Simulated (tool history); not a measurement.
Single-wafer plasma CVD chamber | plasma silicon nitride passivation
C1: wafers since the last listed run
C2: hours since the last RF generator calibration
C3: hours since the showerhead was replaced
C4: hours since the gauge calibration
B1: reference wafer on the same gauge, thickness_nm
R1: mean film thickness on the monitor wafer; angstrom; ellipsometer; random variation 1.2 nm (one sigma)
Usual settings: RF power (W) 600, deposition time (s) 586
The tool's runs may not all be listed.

{"run": 1, "hour": 0.0, "RF power (W)": 600, "deposition time (s)": 586, "C1": 0, "C2": 1924.3, "C3": 5783, "C4": 403.4, "B1": 771.971, "R1": 8158.36}
{"run": 2, "hour": 6.5, "RF power (W)": 600, "deposition time (s)": 586, "C1": 25, "C2": 1930.8, "C3": 5789.5, "C4": 409.9, "B1": 771.953, "R1": 8155.39}
{"run": 3, "hour": 20.3, "RF power (W)": 600, "deposition time (s)": 586, "C1": 54, "C2": 1944.6, "C3": 5803.3, "C4": 423.7, "B1": 772.007, "R1": 8153.22}
{"run": 4, "hour": 31.2, "RF power (W)": 600, "deposition time (s)": 670, "C1": 43, "C2": 1955.5, "C3": 5814.2, "C4": 434.6, "B1": 772.094, "R1": 9309.26}
{"run": 5, "hour": 65.0, "RF power (W)": 555, "deposition time (s)": 586, "C1": 133, "C2": 1989.3, "C3": 5848, "C4": 468.4, "B1": 771.654, "R1": 7947.31}
{"run": 6, "hour": 77.5, "RF power (W)": 640, "deposition time (s)": 586, "C1": 49, "C2": 2001.8, "C3": 5860.5, "C4": 480.9, "B1": 772.166, "R1": 8272.94}
{"run": 7, "hour": 93.1, "RF power (W)": 640, "deposition time (s)": 586, "C1": 61, "C2": 2017.4, "C3": 5876.1, "C4": 496.5, "B1": 772.006, "R1": 8293.83}
{"run": 8, "hour": 99.1, "RF power (W)": 640, "deposition time (s)": 586, "C1": 23, "C2": 2023.4, "C3": 5882.1, "C4": 502.5, "B1": 771.75, "R1": 8300.12}
{"run": 9, "hour": 114.9, "RF power (W)": 600, "deposition time (s)": 586, "C1": 62, "C2": 2039.2, "C3": 5897.9, "C4": 518.3, "B1": 772.029, "R1": 8124.92}
{"run": 10, "hour": 125.8, "RF power (W)": 600, "deposition time (s)": 586, "C1": 43, "C2": 2050.1, "C3": 5908.8, "C4": 529.2, "B1": 772.404, "R1": 8131.13}
{"run": 11, "hour": 144.8, "RF power (W)": 600, "deposition time (s)": 586, "C1": 75, "C2": 2069.1, "C3": 5927.8, "C4": 548.2, "B1": 771.894, "R1": 8122.18}
{"run": 12, "hour": 157.9, "RF power (W)": 600, "deposition time (s)": 586, "C1": 51, "C2": 2082.2, "C3": 5940.9, "C4": 561.3, "B1": 771.769, "R1": 8106.68}
{"run": 13, "hour": 174.2, "RF power (W)": 600, "deposition time (s)": 586, "C1": 64, "C2": 2098.5, "C3": 5957.2, "C4": 577.6, "B1": 771.943, "R1": 8119.11}
{"hour": 189.0, "done": "showerhead replaced"}
{"run": 14, "hour": 189.5, "RF power (W)": 600, "deposition time (s)": 586, "C1": 28, "C2": 2113.8, "C3": 0.5, "C4": 592.9, "B1": 772.09, "R1": 8121.55}
{"run": 15, "hour": 191.7, "RF power (W)": 600, "deposition time (s)": 586, "C1": 8, "C2": 2116, "C3": 2.7, "C4": 595.1, "B1": 772.633, "R1": 8129.09}
{"hour": 194.9, "done": "gauge calibrated"}
{"run": 16, "hour": 204.2, "RF power (W)": 600, "deposition time (s)": 586, "C1": 49, "C2": 2128.5, "C3": 15.2, "C4": 9.3, "B1": 771.546, "R1": 8115.03}
{"run": 17, "hour": 210.6, "RF power (W)": 600, "deposition time (s)": 586, "C1": 25, "C2": 2134.9, "C3": 21.6, "C4": 15.7, "B1": 772.061, "R1": 8116.64}
{"run": 18, "hour": 224.7, "RF power (W)": 600, "deposition time (s)": 586, "C1": 55, "C2": 2149, "C3": 35.7, "C4": 29.8, "B1": 771.988, "R1": 8093.93}
{"hour": 240.7, "done": "RF generator calibrated"}
{"run": 19, "hour": 241.4, "RF power (W)": 600, "deposition time (s)": 586, "C1": 34, "C2": 0.7, "C3": 52.4, "C4": 46.5, "B1": 772.175, "R1": 8309.01}
{"run": 20, "hour": 259.3, "RF power (W)": 600, "deposition time (s)": 586, "C1": 70, "C2": 18.6, "C3": 70.3, "C4": 64.4, "B1": 772.076, "R1": 8281.68}
{"run": 21, "hour": 271.0, "RF power (W)": 600, "deposition time (s)": 586, "C1": 46, "C2": 30.3, "C3": 82, "C4": 76.1, "B1": 772.09, "R1": 8313.05}
{"run": 22, "hour": 284.5, "RF power (W)": 600, "deposition time (s)": 586, "C1": 53, "C2": 43.8, "C3": 95.5, "C4": 89.6, "B1": 772.106, "R1": 8303.22}
{"run": 23, "hour": 293.7, "RF power (W)": 660, "deposition time (s)": 586, "C1": 36, "C2": 53, "C3": 104.7, "C4": 98.8, "B1": 771.75, "R1": 8535.67}
{"run": 24, "hour": 302.1, "RF power (W)": 535, "deposition time (s)": 586, "C1": 33, "C2": 61.4, "C3": 113.1, "C4": 107.2, "B1": 771.881, "R1": 8025.57}
{"run": 25, "hour": 316.8, "RF power (W)": 540, "deposition time (s)": 673, "C1": 58, "C2": 76.1, "C3": 127.8, "C4": 121.9, "B1": 771.921, "R1": 9227.52}
{"run": 26, "hour": 324.0, "RF power (W)": 600, "deposition time (s)": 586, "C1": 28, "C2": 83.3, "C3": 135, "C4": 129.1, "B1": 771.571, "R1": 8281.99}
{"run": 27, "hour": 340.6, "RF power (W)": 675, "deposition time (s)": 675, "C1": 65, "C2": 99.9, "C3": 151.6, "C4": 145.7, "B1": 772.283, "R1": 9917.05}
{"run": 28, "hour": 351.3, "RF power (W)": 600, "deposition time (s)": 586, "C1": 42, "C2": 110.6, "C3": 162.3, "C4": 156.4, "B1": 772.212, "R1": 8292.56}
{"run": 29, "hour": 363.2, "RF power (W)": 540, "deposition time (s)": 551, "C1": 46, "C2": 122.5, "C3": 174.2, "C4": 168.3, "B1": 772.318, "R1": 7587.5}
{"run": 30, "hour": 379.0, "RF power (W)": 495, "deposition time (s)": 535, "C1": 62, "C2": 138.3, "C3": 190, "C4": 184.1, "B1": 772.234, "R1": 7139.8}
{"run": 31, "hour": 385.3, "RF power (W)": 510, "deposition time (s)": 481, "C1": 24, "C2": 144.6, "C3": 196.3, "C4": 190.4, "B1": 772.458, "R1": 6480.23}
{"run": 32, "hour": 393.2, "RF power (W)": 635, "deposition time (s)": 527, "C1": 31, "C2": 152.5, "C3": 204.2, "C4": 198.3, "B1": 771.435, "R1": 7588.02}
{"run": 33, "hour": 408.9, "RF power (W)": 520, "deposition time (s)": 640, "C1": 61, "C2": 168.2, "C3": 219.9, "C4": 214, "B1": 771.899, "R1": 8688.26}
{"run": 34, "hour": 418.1, "RF power (W)": 600, "deposition time (s)": 586, "C1": 36, "C2": 177.4, "C3": 229.1, "C4": 223.2, "B1": 772.696, "R1": 8323.07}
{"run": 35, "hour": 424.3, "RF power (W)": 630, "deposition time (s)": 670, "C1": 24, "C2": 183.6, "C3": 235.3, "C4": 229.4, "B1": 771.683, "R1": 9652.85}
{"run": 36, "hour": 433.5, "RF power (W)": 600, "deposition time (s)": 675, "C1": 36, "C2": 192.8, "C3": 244.5, "C4": 238.6, "B1": 771.781, "R1": 9545.17}
{"run": 37, "hour": 448.7, "RF power (W)": 685, "deposition time (s)": 616, "C1": 60, "C2": 208, "C3": 259.7, "C4": 253.8, "B1": 771.676, "R1": 9071.83}
{"run": 38, "hour": 462.6, "RF power (W)": 600, "deposition time (s)": 674, "C1": 54, "C2": 221.9, "C3": 273.6, "C4": 267.7, "B1": 772.101, "R1": 9534.45}
{"run": 39, "hour": 478.6, "RF power (W)": 600, "deposition time (s)": 586, "C1": 63, "C2": 237.9, "C3": 289.6, "C4": 283.7, "B1": 771.832, "R1": 8291.83}
{"run": 40, "hour": 486.9, "RF power (W)": 600, "deposition time (s)": 487, "C1": 32, "C2": 246.2, "C3": 297.9, "C4": 292, "B1": 771.617, "R1": 6889.02}
{"run": 41, "hour": 498.0, "RF power (W)": 545, "deposition time (s)": 586, "C1": 43, "C2": 257.3, "C3": 309, "C4": 303.1, "B1": 772.127, "R1": 8089.94}
{"run": 42, "hour": 510.9, "RF power (W)": 550, "deposition time (s)": 586, "C1": 50, "C2": 270.2, "C3": 321.9, "C4": 316, "B1": 771.973, "R1": 8065.2}
{"run": 43, "hour": 522.5, "RF power (W)": 635, "deposition time (s)": 586, "C1": 45, "C2": 281.8, "C3": 333.5, "C4": 327.6, "B1": 772.244, "R1": 8426.51}
{"run": 44, "hour": 539.5, "RF power (W)": 600, "deposition time (s)": 544, "C1": 67, "C2": 298.8, "C3": 350.5, "C4": 344.6, "B1": 772.043, "R1": 7709.85}

Forecast each of these 3 alternatives for the next run:
{"run": "A", "hour": 540.1, "RF power (W)": 600, "deposition time (s)": 586, "C1": 2, "C2": 299.4, "C3": 351.1, "C4": 345.2, "B1": "?", "R1": "?"}
{"run": "B", "hour": 540.1, "RF power (W)": 650, "deposition time (s)": 698, "C1": 2, "C2": 299.4, "C3": 351.1, "C4": 345.2, "B1": "?", "R1": "?"}
{"run": "C", "hour": 540.1, "RF power (W)": 600, "deposition time (s)": 690, "C1": 2, "C2": 299.4, "C3": 351.1, "C4": 345.2, "B1": "?", "R1": "?"}

run=A B1=772.031 R1=8297.76
run=B B1=772.031 R1=10125.87
run=C B1=772.031 R1=9770.4
Without the tool's hidden state the same runs would have given:
run=A R1=8317.31
run=B R1=10149.73
run=C R1=9793.42
